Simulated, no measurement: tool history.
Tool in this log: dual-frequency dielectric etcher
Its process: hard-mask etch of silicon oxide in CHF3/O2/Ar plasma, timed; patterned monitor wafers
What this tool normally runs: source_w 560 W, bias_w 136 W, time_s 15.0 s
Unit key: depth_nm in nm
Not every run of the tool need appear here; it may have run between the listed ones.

| run | hour | source_w | bias_w | time_s | wafers since the last listed run | hours since the last wet clean | hours since the last source power generator calibration | hours since the last bias power generator calibration | hours since the last upper electrode change | hours since the gauge calibration | read-back reference wafer on the same gauge, depth_nm | depth_nm |
|---|---|---|---|---|---|---|---|---|---|---|---|---|
| 1 | 0.0 | 560 | 136 | 15.0 | 0 | 160.9 | 2269.6 | 2413.2 | 1381.2 | 18.8 | 25.51 | 26.55 |
| 2 | 45.6 | 560 | 136 | 15.0 | 561 | 206.5 | 2315.2 | 2458.8 | 1426.8 | 64.4 | 25.56 | 26.59 |
| 3 | 94.4 | 560 | 136 | 15.0 | 600 | 255.3 | 2364.0 | 2507.6 | 1475.6 | 113.2 | 25.55 | 26.44 |
| 4 | 196.8 | 560 | 136 | 15.0 | 1260 | 357.7 | 2466.4 | 2610.0 | 1578.0 | 215.6 | 25.51 | 26.62 |
| 5 | 280.8 | 560 | 136 | 15.0 | 1033 | 441.7 | 2550.4 | 2694.0 | 1662.0 | 299.6 | 25.53 | 26.42 |
| 6 | 326.2 | 560 | 136 | 15.0 | 558 | 487.1 | 2595.8 | 2739.4 | 1707.4 | 345.0 | 25.53 | 26.41 |
| 7 | 368.6 | 560 | 136 | 15.0 | 521 | 529.5 | 2638.2 | 2781.8 | 1749.8 | 387.4 | 25.50 | 26.38 |
| 8 | 459.6 | 560 | 160 | 15.0 | 1120 | 620.5 | 2729.2 | 2872.8 | 1840.8 | 478.4 | 25.61 | 28.30 |
|  | 508.9 | wet clean of the chamber |
| 9 | 509.4 | 560 | 160 | 15.0 | 317 | 0.5 | 2779.0 | 2922.6 | 1890.6 | 528.2 | 25.57 | 28.28 |
| 10 | 551.3 | 560 | 160 | 15.0 | 515 | 42.4 | 2820.9 | 2964.5 | 1932.5 | 570.1 | 25.56 | 27.98 |
| 11 | 618.3 | 560 | 136 | 15.0 | 824 | 109.4 | 2887.9 | 3031.5 | 1999.5 | 637.1 | 25.39 | 26.74 |
|  | 690.8 | upper electrode replaced |
| 12 | 691.3 | 560 | 136 | 15.0 | 603 | 182.4 | 2960.9 | 3104.5 | 0.5 | 710.1 | 25.49 | 26.78 |
| 13 | 776.5 | 560 | 136 | 15.0 | 1048 | 267.6 | 3046.1 | 3189.7 | 85.7 | 795.3 | 25.56 | 26.42 |
|  | 795.3 | bias power generator calibrated |
| 14 | 863.9 | 680 | 119 | 13.5 | 1026 | 355.0 | 3133.5 | 68.6 | 173.1 | 882.7 | 25.51 | 24.30 |
| 15 | 964.8 | 560 | 136 | 15.0 | 1241 | 455.9 | 3234.4 | 169.5 | 274.0 | 983.6 | 25.44 | 26.51 |
| 16 | 1040.0 | 640 | 112 | 15.0 | 925 | 531.1 | 3309.6 | 244.7 | 349.2 | 1058.8 | 25.51 | 25.90 |
|  | 1060.8 | gauge calibrated |
| 17 | 1123.3 | 560 | 136 | 13.0 | 1025 | 614.4 | 3392.9 | 328.0 | 432.5 | 62.5 | 25.44 | 23.14 |
|  | 1179.2 | source power generator calibrated |
|  | 1199.9 | wet clean of the chamber |
| 18 | 1200.4 | 560 | 136 | 15.0 | 644 | 0.5 | 21.2 | 405.1 | 509.6 | 139.6 | 25.49 | 26.42 |
| 19 | 1279.0 | 670 | 120 | 14.0 | 967 | 79.1 | 99.8 | 483.7 | 588.2 | 218.2 | 25.42 | 25.07 |
| 20 | 1348.8 | 560 | 136 | 15.0 | 859 | 148.9 | 169.6 | 553.5 | 658.0 | 288.0 | 25.51 | 26.57 |
| 21 | 1542.9 | 560 | 136 | 15.0 | 2389 | 343.0 | 363.7 | 747.6 | 852.1 | 482.1 | 25.52 | 26.70 |
| 22 | 1590.2 | 470 | 118 | 15.0 | 582 | 390.3 | 411.0 | 794.9 | 899.4 | 529.4 | 25.53 | 23.60 |
| 23 | 1635.6 | 600 | 136 | 18.0 | 558 | 435.7 | 456.4 | 840.3 | 944.8 | 574.8 | 25.49 | 32.37 |
| 24 | 1703.1 | 430 | 136 | 15.0 | 830 | 503.2 | 523.9 | 907.8 | 1012.3 | 642.3 | 25.49 | 24.45 |

Predict each of these 5 candidate next runs independently; none follows another, all start after run 24:
| A | 1703.5 | 560 | 136 | 15.0 | 4 | 503.6 | 524.3 | 908.2 | 1012.7 | 642.7 | ? | ? |
| B | 1703.5 | 560 | 154 | 15.0 | 4 | 503.6 | 524.3 | 908.2 | 1012.7 | 642.7 | ? | ? |
| C | 1703.5 | 610 | 136 | 18.0 | 4 | 503.6 | 524.3 | 908.2 | 1012.7 | 642.7 | ? | ? |
| D | 1703.5 | 490 | 148 | 17.0 | 4 | 503.6 | 524.3 | 908.2 | 1012.7 | 642.7 | ? | ? |
| E | 1703.5 | 690 | 165 | 19.0 | 4 | 503.6 | 524.3 | 908.2 | 1012.7 | 642.7 | ? | ? |

| run | read-back reference wafer on the same gauge, depth_nm | depth_nm |
|---|---|---|
| A | 25.48 | 26.63 |
| B | 25.48 | 27.92 |
| C | 25.48 | 32.85 |
| D | 25.48 | 29.90 |
| E | 25.48 | 38.82 |
Take away the tool's hidden state, keep each run's random variation, and the runs would have read:
| run | depth_nm |
|---|---|
| A | 26.63 |
| B | 27.92 |
| C | 32.85 |
| D | 29.90 |
| E | 38.82 |
